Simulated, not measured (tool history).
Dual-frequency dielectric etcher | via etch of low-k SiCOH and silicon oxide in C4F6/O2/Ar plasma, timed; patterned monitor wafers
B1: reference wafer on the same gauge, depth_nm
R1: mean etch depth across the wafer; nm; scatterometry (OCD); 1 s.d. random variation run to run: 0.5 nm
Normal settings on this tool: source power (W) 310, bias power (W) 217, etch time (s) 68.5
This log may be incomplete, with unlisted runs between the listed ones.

Run 1, hour 0: usual settings; B1 177.9. Result: R1 181.8 nm.
Run 2, hour 12.4: usual settings; B1 178.1. Result: R1 182 nm.
Run 3, hour 36.5: usual settings but etch time (s) 78; B1 178.1. Result: R1 208.5 nm.
Run 4, hour 49.5: usual settings but etch time (s) 78; B1 178. Result: R1 207.8 nm.
Run 5, hour 65.8: usual settings; B1 178.1. Result: R1 182.6 nm.
Run 6, hour 81.3: usual settings but etch time (s) 79.5; B1 178.2. Result: R1 212.4 nm.
Run 7, hour 103.5: usual settings; B1 177.8. Result: R1 184.3 nm.
Run 8, hour 130: usual settings; B1 177.8. Result: R1 183.6 nm.
Run 9, hour 158.6: usual settings but source power (W) 380, bias power (W) 179, etch time (s) 59; B1 178.1. Result: R1 162.8 nm.
At hour 161.5: gauge calibrated.
Run 10, hour 184.8: usual settings but bias power (W) 166, etch time (s) 79; B1 178. Result: R1 197.5 nm.
At hour 189.8: bias power generator calibrated.
Run 11, hour 209.9: usual settings but source power (W) 360, bias power (W) 262, etch time (s) 88; B1 178.2. Result: R1 266.7 nm.
Run 12, hour 233.2: usual settings but source power (W) 240, bias power (W) 202, etch time (s) 62.5; B1 177.9. Result: R1 149.2 nm.
At hour 276.4: wet clean of the chamber.
Run 13, hour 276.9: usual settings but source power (W) 330, bias power (W) 166, etch time (s) 63; B1 177.9. Result: R1 158.3 nm.
Run 14, hour 281: usual settings but bias power (W) 239, etch time (s) 78.5; B1 178.1. Result: R1 213.8 nm.
Run 15, hour 306.1: usual settings; B1 177.9. Result: R1 181.8 nm.
At hour 336.7: upper electrode replaced.
Run 16, hour 337.2: usual settings; B1 177.9. Result: R1 182.7 nm.
Run 17, hour 347.9: usual settings; B1 177.8. Result: R1 182.4 nm.
Run 18, hour 383.2: usual settings; B1 177.9. Result: R1 182.3 nm.
At hour 395: source power generator calibrated.
Run 19, hour 415.8: usual settings but bias power (W) 181; B1 178. Result: R1 169.9 nm.
Run 20, hour 430.7: usual settings; B1 178.1. Result: R1 179.6 nm.
Run 21, hour 458.2: usual settings but source power (W) 270, bias power (W) 263; B1 178.2. Result: R1 181.1 nm.
Run 22, hour 487.3: usual settings but source power (W) 350, bias power (W) 178, etch time (s) 51.5; B1 178. Result: R1 134.2 nm.
Run 23, hour 520.7: usual settings but source power (W) 240, bias power (W) 194, etch time (s) 54.5; B1 178. Result: R1 126.1 nm.
Run 24, hour 535: usual settings but bias power (W) 232, etch time (s) 86.5; B1 178. Result: R1 233.6 nm.
Run 25, hour 563.9: usual settings but bias power (W) 186; B1 178. Result: R1 173.4 nm.
Run 26, hour 592.6: usual settings but source power (W) 280, bias power (W) 177, etch time (s) 84; B1 178.3. Result: R1 201.9 nm.

Run 27 comes next. What will it give?
Run 27, hour 605.7: usual settings but bias power (W) 181; B1 ?. Result: R1 ?.

{"run 27": {"B1": 177.9, "R1": 172.2}}
With no hidden state in the tool, this same run would have given R1 168.2 nm.

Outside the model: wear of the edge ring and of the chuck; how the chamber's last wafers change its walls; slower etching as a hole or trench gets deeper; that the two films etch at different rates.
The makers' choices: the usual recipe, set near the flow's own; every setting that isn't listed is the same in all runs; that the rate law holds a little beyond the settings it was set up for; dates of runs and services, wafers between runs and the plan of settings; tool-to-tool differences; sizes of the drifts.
